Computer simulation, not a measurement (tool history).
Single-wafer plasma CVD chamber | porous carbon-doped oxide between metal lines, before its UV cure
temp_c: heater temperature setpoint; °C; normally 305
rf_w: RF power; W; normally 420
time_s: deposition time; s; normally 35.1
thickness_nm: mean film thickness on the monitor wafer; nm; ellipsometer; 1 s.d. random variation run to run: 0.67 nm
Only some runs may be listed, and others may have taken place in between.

run	hour	temp_c	rf_w	time_s	read-back reference wafer on the same gauge, thickness_nm	thickness_nm
1	0	305	420	35.1	135.915	160.624
2	34.9	305	420	35.1	136.113	158.699
3	87.7	305	420	31.9	136.086	145.596
4	117.5	305	385	35.1	136.088	149.323
5	144	305	385	35.1	135.957	150.629
6	198.2	305	385	35.1	136.051	150.258
7	370	305	370	35.1	136.025	145.028
8	418.4	305	420	35.1	136.031	159.465
9	481.8	305	420	35.1	135.969	159.77
10	548.1	305	420	35.1	135.995	158.776
# hour 584.5: thermocouple changed; heater temperature recalibrated
11	664.3	305	420	35.1	136.084	160.813
12	689.6	305	420	35.1	135.884	160.202
13	753.2	305	420	35.1	136.196	158.607
# hour 769: RF generator calibrated
14	810.2	305	420	35.1	135.97	158.653
15	842.3	305	420	35.1	135.871	159.52
# hour 861.1: gauge calibrated
16	903.2	315	420	35.1	135.982	152.662
17	953.7	313	495	40.3	135.953	198.175
18	1020.6	305	420	35.1	135.851	159.736
# hour 1051: showerhead replaced
19	1053.2	293	500	29.1	136.01	158.787
20	1100.7	305	420	35.1	135.931	159.285
21	1168	305	420	39.4	135.951	179.18
22	1214.5	305	420	35.1	136.062	158.955
23	1259	315	380	37.5	135.873	152.101
24	1328.7	305	375	29.3	135.999	123.291
25	1377.7	297	370	35.1	136.013	149.559
26	1425.3	318	370	28.2	135.964	110.647
27	1482.8	318	370	28.2	136.041	111.353
28	1509.9	305	420	37.9	135.982	170.752

What was the tool's hidden state at every run in the log?
wafer temperature above the value expected at the setpoint (K): 0, the same for each run
delivered RF power above the setpoint (%): 0, the same for each run
gauge reads high (%): 0, the same for each run
